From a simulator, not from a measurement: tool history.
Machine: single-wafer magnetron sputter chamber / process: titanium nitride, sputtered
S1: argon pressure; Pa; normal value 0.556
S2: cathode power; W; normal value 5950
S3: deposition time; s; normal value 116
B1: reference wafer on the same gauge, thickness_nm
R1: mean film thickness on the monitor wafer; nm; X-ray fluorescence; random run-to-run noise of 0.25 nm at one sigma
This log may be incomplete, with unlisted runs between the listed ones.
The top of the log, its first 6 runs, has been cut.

run	hour	S1	S2	S3	B1	R1
7	194.9	0.556	5950	116	137.927	115.499
# hour 207.3: capacitance manometer re-zeroed and calibrated
8	230	0.556	5200	116	137.965	104.749
9	247.5	0.724	5950	123	137.972	115.803
10	276.6	0.724	5950	123	138.176	115.488
11	297	0.724	5950	123	137.98	116.038
# hour 303.5: gauge calibrated
# hour 331.6: sputter target and shields replaced, repeated, since the last time left the tool worse
12	332.1	0.556	5950	116	138.055	121.521
13	342	0.556	5950	116	137.858	121.256
14	364.6	0.556	5300	116	137.963	111.44
15	379	0.556	5400	116	137.87	112.528
16	394	0.414	5000	108	137.968	103.727
17	421	0.41	6750	116	138.022	139.397
18	442.4	0.556	5950	116	138.126	120.699
19	503.6	0.776	5950	128	137.933	123.53
20	522.3	0.344	5400	116	138.026	119.195
21	551.5	0.556	5950	116	138.016	119.7
22	568.4	0.556	6450	124	138.013	136.036
23	601.2	0.556	5950	116	138.053	119.801
# hour 621.6: magnet pack replaced
# hour 632.8: sputter target and shields replaced
24	633.3	0.651	5950	105	137.966	106.667
25	660.5	0.556	5950	116	138.113	121.063
26	677.1	0.671	5950	116	138.08	116.551
27	693.9	0.629	7400	101	137.913	122.082

Estimate the outcome of run 28 from the log above:
28	709	0.44	5950	122	?	?

Run 28 gave B1 137.989, R1 131.753 nm.
Take away the tool's hidden state, keep the run-to-run variation as it was, and the same run would have given R1 132.613 nm.
